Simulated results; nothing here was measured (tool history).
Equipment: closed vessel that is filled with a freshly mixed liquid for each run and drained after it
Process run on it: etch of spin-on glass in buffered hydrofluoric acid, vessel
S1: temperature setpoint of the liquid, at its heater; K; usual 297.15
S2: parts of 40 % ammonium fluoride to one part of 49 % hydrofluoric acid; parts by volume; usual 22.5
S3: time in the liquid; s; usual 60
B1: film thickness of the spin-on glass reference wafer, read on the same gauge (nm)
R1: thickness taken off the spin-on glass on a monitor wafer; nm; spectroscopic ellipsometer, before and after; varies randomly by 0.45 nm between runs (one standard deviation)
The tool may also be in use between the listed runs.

| run | hour | S1 | S2 | S3 | B1 | R1 |
|---|---|---|---|---|---|---|
| 1 | 0 | 297.15 | 22.5 | 60 | 39.99 | 51.56 |
| 2 | 11.7 | 297.15 | 22.5 | 60 | 39.98 | 51.52 |
| 3 | 17.8 | 297.15 | 22.5 | 60 | 40 | 51.79 |
| 4 | 32.4 | 297.15 | 22.5 | 60 | 40.01 | 51.29 |
| 5 | 47.6 | 297.15 | 22.5 | 60 | 40.03 | 51.84 |
|  | 55.7 | hydrofluoric acid flow meter replaced |
| 6 | 58.1 | 297.15 | 22.5 | 60 | 39.98 | 52.11 |
|  | 59.7 | gauge calibrated |
| 7 | 75.1 | 297.15 | 22.5 | 60 | 40 | 52.01 |
| 8 | 90.4 | 297.15 | 22.5 | 45 | 40.03 | 38.45 |
| 9 | 96.8 | 301.15 | 27 | 45 | 39.98 | 42.13 |
| 10 | 106.2 | 297.15 | 22.5 | 60 | 39.99 | 52.14 |
|  | 107.3 | thermometer replaced |
| 11 | 122.4 | 292.15 | 26 | 35 | 39.98 | 20.63 |
| 12 | 136.9 | 293.15 | 18 | 75 | 40.01 | 62.19 |
| 13 | 152 | 297.15 | 22.5 | 60 | 40 | 50.91 |

Estimate the outcome of run 14 from the log above:
| 14 | 165.6 | 293.65 | 19.5 | 80 | ? | ? |

Run 14 gave B1 40.01, R1 63.2 nm.
With the hidden condition absent and the run-to-run variation left alone, this run would have shown R1 63.2 nm.

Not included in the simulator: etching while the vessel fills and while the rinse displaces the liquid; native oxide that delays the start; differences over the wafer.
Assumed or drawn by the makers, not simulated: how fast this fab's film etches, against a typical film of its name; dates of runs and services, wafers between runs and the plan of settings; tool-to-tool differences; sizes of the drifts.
